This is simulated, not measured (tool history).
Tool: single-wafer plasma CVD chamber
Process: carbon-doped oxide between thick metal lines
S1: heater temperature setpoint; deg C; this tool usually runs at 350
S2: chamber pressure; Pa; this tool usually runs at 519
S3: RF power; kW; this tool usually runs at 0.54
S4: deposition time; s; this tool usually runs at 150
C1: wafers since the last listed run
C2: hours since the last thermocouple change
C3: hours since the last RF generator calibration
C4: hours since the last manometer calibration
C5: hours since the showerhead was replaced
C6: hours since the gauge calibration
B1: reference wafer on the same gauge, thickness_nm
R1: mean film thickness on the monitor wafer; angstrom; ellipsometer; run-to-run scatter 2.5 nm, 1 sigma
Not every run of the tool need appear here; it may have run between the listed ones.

Run 1, hour 0: usual settings; C1 0; C2 349.9; C3 438.5; C4 245.7; C5 2188.7; C6 625.5; B1 707.958. Result: R1 7699.46 angstrom.
Run 2, hour 41.8: usual settings; C1 492; C2 391.7; C3 480.3; C4 287.5; C5 2230.5; C6 667.3; B1 706.151. Result: R1 7698.14 angstrom.
Run 3, hour 104.2: usual settings but S2 444 Pa; C1 735; C2 454.1; C3 542.7; C4 349.9; C5 2292.9; C6 729.7; B1 706.442. Result: R1 7594.18 angstrom.
Run 4, hour 190.9: usual settings but S2 444 Pa; C1 1021; C2 540.8; C3 629.4; C4 436.6; C5 2379.6; C6 816.4; B1 707.432. Result: R1 7569.25 angstrom.
Run 5, hour 279: usual settings but S2 444 Pa; C1 1037; C2 628.9; C3 717.5; C4 524.7; C5 2467.7; C6 904.5; B1 707.41. Result: R1 7592.2 angstrom.
Run 6, hour 352.2: usual settings; C1 862; C2 702.1; C3 790.7; C4 597.9; C5 2540.9; C6 977.7; B1 707.48. Result: R1 7719.04 angstrom.
Run 7, hour 420.1: usual settings; C1 799; C2 770; C3 858.6; C4 665.8; C5 2608.8; C6 1045.6; B1 707.182. Result: R1 7746.28 angstrom.
Run 8, hour 496.3: usual settings; C1 897; C2 846.2; C3 934.8; C4 742; C5 2685; C6 1121.8; B1 707.247. Result: R1 7713.54 angstrom.
Run 9, hour 536.5: usual settings but S2 577 Pa; C1 473; C2 886.4; C3 975; C4 782.2; C5 2725.2; C6 1162; B1 706.683. Result: R1 7819.87 angstrom.
Run 10, hour 734: usual settings but S2 577 Pa; C1 2326; C2 1083.9; C3 1172.5; C4 979.7; C5 2922.7; C6 1359.5; B1 707.163. Result: R1 7841.96 angstrom.
Run 11, hour 802.1: usual settings; C1 802; C2 1152; C3 1240.6; C4 1047.8; C5 2990.8; C6 1427.6; B1 707.645. Result: R1 7777.07 angstrom.
At hour 858.1: RF generator calibrated.
Run 12, hour 859.8: usual settings but S3 0.565 kW; C1 585; C2 1209.7; C3 1.7; C4 1105.5; C5 3048.5; C6 1485.3; B1 706.986. Result: R1 8046.8 angstrom.
Run 13, hour 911.2: usual settings but S1 340 deg C, S3 0.455 kW, S4 141 s; C1 605; C2 1261.1; C3 53.1; C4 1156.9; C5 3099.9; C6 1536.7; B1 706.134. Result: R1 6653.77 angstrom.
At hour 1005.9: capacitance manometer re-zeroed and calibrated.
At hour 1035.9: thermocouple changed; heater temperature recalibrated.
At hour 1078.1: gauge calibrated.
Run 14, hour 1132.1: usual settings but S1 354 deg C, S2 461 Pa, S3 0.44 kW, S4 165 s; C1 2414; C2 96.2; C3 274; C4 126.2; C5 3320.8; C6 54; B1 706.973. Result: R1 7093.77 angstrom.
Run 15, hour 1229: usual settings but S2 397 Pa, S3 0.58 kW; C1 1141; C2 193.1; C3 370.9; C4 223.1; C5 3417.7; C6 150.9; B1 707.241. Result: R1 7842.44 angstrom.
Run 16, hour 1269: usual settings but S1 336 deg C; C1 471; C2 233.1; C3 410.9; C4 263.1; C5 3457.7; C6 190.9; B1 707.56. Result: R1 8010.4 angstrom.
Run 17, hour 1336.9: usual settings; C1 799; C2 301; C3 478.8; C4 331; C5 3525.6; C6 258.8; B1 706.686. Result: R1 7674.13 angstrom.
At hour 1378.8: showerhead replaced.
Run 18, hour 1397.3: usual settings but S1 335 deg C, S2 452 Pa, S4 172 s; C1 617; C2 361.4; C3 539.2; C4 391.4; C5 18.5; C6 319.2; B1 706.338. Result: R1 9143.45 angstrom.
Run 19, hour 1486.7: usual settings; C1 1053; C2 450.8; C3 628.6; C4 480.8; C5 107.9; C6 408.6; B1 707.09. Result: R1 7684.56 angstrom.
Run 20, hour 1548.7: usual settings but S3 0.63 kW; C1 730; C2 512.8; C3 690.6; C4 542.8; C5 169.9; C6 470.6; B1 707.809. Result: R1 8551.96 angstrom.
Run 21, hour 1626.6: usual settings but S3 0.59 kW, S4 162 s; C1 917; C2 590.7; C3 768.5; C4 620.7; C5 247.8; C6 548.5; B1 707.026. Result: R1 8808.82 angstrom.
Run 22, hour 1811.6: usual settings but S1 365 deg C, S3 0.51 kW; C1 2179; C2 775.7; C3 953.5; C4 805.7; C5 432.8; C6 733.5; B1 707.19. Result: R1 7109.15 angstrom.

3 options for the next run, each taken on its own from the tool as it stands now. Forecast them:
Run A, hour 1812: usual settings; C1 4; C2 776.1; C3 953.9; C4 806.1; C5 433.2; C6 733.9; B1 ?. Result: R1 ?.
Run B, hour 1812: usual settings but S3 0.44 kW; C1 4; C2 776.1; C3 953.9; C4 806.1; C5 433.2; C6 733.9; B1 ?. Result: R1 ?.
Run C, hour 1812: usual settings but S1 355 deg C, S2 484 Pa, S3 0.48 kW, S4 133 s; C1 4; C2 776.1; C3 953.9; C4 806.1; C5 433.2; C6 733.9; B1 ?. Result: R1 ?.

run       B1       R1
  A  707.163  7715.59
  B  707.163  6637.63
  C  707.163  6168.72
Without the tool's unlogged condition, the same runs would have read:
run       R1
  A  7652.27
  B  6583.15
  C  6122.37

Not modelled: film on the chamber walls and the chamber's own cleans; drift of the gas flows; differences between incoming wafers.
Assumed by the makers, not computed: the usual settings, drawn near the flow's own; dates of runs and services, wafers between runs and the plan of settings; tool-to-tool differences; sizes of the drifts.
